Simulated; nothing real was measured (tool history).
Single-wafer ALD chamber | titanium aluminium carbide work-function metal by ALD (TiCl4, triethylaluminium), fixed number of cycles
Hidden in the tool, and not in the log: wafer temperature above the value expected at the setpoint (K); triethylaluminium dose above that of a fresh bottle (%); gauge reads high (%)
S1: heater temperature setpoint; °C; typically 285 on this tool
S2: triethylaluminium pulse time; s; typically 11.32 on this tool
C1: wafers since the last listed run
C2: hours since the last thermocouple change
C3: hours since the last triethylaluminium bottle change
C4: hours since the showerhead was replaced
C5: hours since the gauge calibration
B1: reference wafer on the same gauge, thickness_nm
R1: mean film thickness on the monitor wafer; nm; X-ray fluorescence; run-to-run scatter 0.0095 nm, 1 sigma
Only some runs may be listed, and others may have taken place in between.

run 1 day=0.000 | S1=281 S2=13.97 | C1=0 C2=2142.4 C3=988.6 C4=2093.2 C5=488.9 | B1=1.550 | R1=1.748
run 2 day=3.112 | S1=281 S2=13.97 | C1=750 C2=2217.1 C3=1063.3 C4=2167.9 C5=563.6 | B1=1.553 | R1=1.740
run 3 day=4.567 | S1=285 S2=11.32 | C1=350 C2=2252.0 C3=1098.2 C4=2202.8 C5=598.5 | B1=1.550 | R1=1.665
run 4 day=5.842 | S1=285 S2=11.32 | C1=307 C2=2282.6 C3=1128.8 C4=2233.4 C5=629.1 | B1=1.550 | R1=1.643
run 5 day=6.833 | S1=285 S2=12.88 | C1=239 C2=2306.4 C3=1152.6 C4=2257.2 C5=652.9 | B1=1.551 | R1=1.731
-- day=7.329 gauge calibrated
run 6 day=7.442 | S1=285 S2=12.88 | C1=146 C2=2321.0 C3=1167.2 C4=2271.8 C5=2.7 | B1=1.547 | R1=1.736
-- day=8.525 triethylaluminium bottle replaced
run 7 day=8.546 | S1=285 S2=11.32 | C1=185 C2=2347.5 C3=0.5 C4=2298.3 C5=29.2 | B1=1.550 | R1=1.860
run 8 day=9.517 | S1=285 S2=11.32 | C1=234 C2=2370.8 C3=23.8 C4=2321.6 C5=52.5 | B1=1.550 | R1=1.862
run 9 day=10.796 | S1=285 S2=11.32 | C1=308 C2=2401.5 C3=54.5 C4=2352.3 C5=83.2 | B1=1.549 | R1=1.862
run 10 day=11.908 | S1=291 S2=11.32 | C1=268 C2=2428.2 C3=81.2 C4=2379.0 C5=109.9 | B1=1.552 | R1=1.915
run 11 day=12.688 | S1=291 S2=11.32 | C1=187 C2=2446.9 C3=99.9 C4=2397.7 C5=128.6 | B1=1.552 | R1=1.894

Expected results for the next run?
run 12 day=13.371 | S1=292 S2=9.11 | C1=164 C2=2463.3 C3=116.3 C4=2414.1 C5=145.0 | B1=? | R1=?

B1: 1.552
R1: 1.791 nm
Were there no unlogged condition in the tool, this run, its random variation unchanged, would have produced R1 1.854 nm.
